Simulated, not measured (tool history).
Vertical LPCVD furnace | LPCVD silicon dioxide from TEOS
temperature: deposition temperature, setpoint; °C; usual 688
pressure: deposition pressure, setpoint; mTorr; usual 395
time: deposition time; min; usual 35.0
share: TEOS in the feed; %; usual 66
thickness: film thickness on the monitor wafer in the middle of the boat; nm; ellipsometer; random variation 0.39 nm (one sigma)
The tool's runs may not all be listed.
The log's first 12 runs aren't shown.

run	day	temperature	pressure	time	share	wafers since the last listed run	hours since the last temperature calibration	hours since the pressure gauge was zeroed	hours since the TEOS flow controller was replaced	hours since the gauge calibration	read-back reference wafer on the same gauge, thickness	thickness
13	7.229	688	395	35.0	66	38	4420.9	3678.1	8.3	123.7	207.20	240.16
# day 8.342: pressure gauge zeroed
14	8.362	688	395	35.0	66	31	4448.1	0.5	35.5	150.9	207.00	240.23
15	8.525	688	465	35.0	73	38	4452.0	4.4	39.4	154.8	207.10	275.00
16	8.688	688	465	35.0	73	38	4455.9	8.3	43.3	158.7	207.06	274.18
17	8.988	681	485	41.5	76	71	4463.1	15.5	50.5	165.9	207.14	286.52
18	9.692	681	340	35.0	66	168	4480.0	32.4	67.4	182.8	207.12	189.11
19	10.383	688	395	21.0	66	165	4496.6	49.0	84.0	199.4	207.04	144.02
20	10.742	688	395	26.5	60	85	4505.2	57.6	92.6	208.0	207.10	173.68
# day 11.412: gauge calibrated
# day 11.912: thermocouples replaced and temperature profile calibrated
21	11.933	697	395	35.0	66	45	0.5	86.2	121.2	12.5	207.08	266.63
22	12.096	680	475	43.0	54	38	4.4	90.1	125.1	16.4	207.00	216.41
23	12.258	676	395	35.0	77	38	8.3	94.0	129.0	20.3	206.99	174.58
24	12.729	691	325	47.5	56	112	19.6	105.3	140.3	31.6	207.09	262.27
25	13.146	688	395	35.0	66	99	29.6	115.3	150.3	41.6	207.09	215.93
26	13.558	692	395	46.5	71	98	39.5	125.2	160.2	51.5	207.02	326.54
27	14.225	680	330	44.5	78	159	55.5	141.2	176.2	67.5	206.96	224.84
28	14.538	700	395	40.0	57	74	63.0	148.7	183.7	75.0	207.00	304.45
29	15.133	688	395	40.0	66	142	77.3	163.0	198.0	89.3	206.89	247.28
30	15.454	688	395	35.0	66	76	85.0	170.7	205.7	97.0	206.94	216.19
31	16.042	688	395	35.0	66	140	99.1	184.8	219.8	111.1	206.98	215.98
32	16.596	688	395	35.0	74	132	112.4	198.1	233.1	124.4	206.95	228.51

Forecast each of these 3 alternatives for the next run:
A	16.762	688	395	35.0	66	39	116.4	202.1	237.1	128.4	?	?
B	16.762	692	395	35.0	66	39	116.4	202.1	237.1	128.4	?	?
C	16.762	693	450	35.0	55	39	116.4	202.1	237.1	128.4	?	?

run	read-back reference wafer on the same gauge, thickness	thickness
A	206.89	215.89
B	206.89	237.38
C	206.89	236.82
Without the tool's hidden state the same runs would have given:
run	thickness
A	213.65
B	234.95
C	234.39
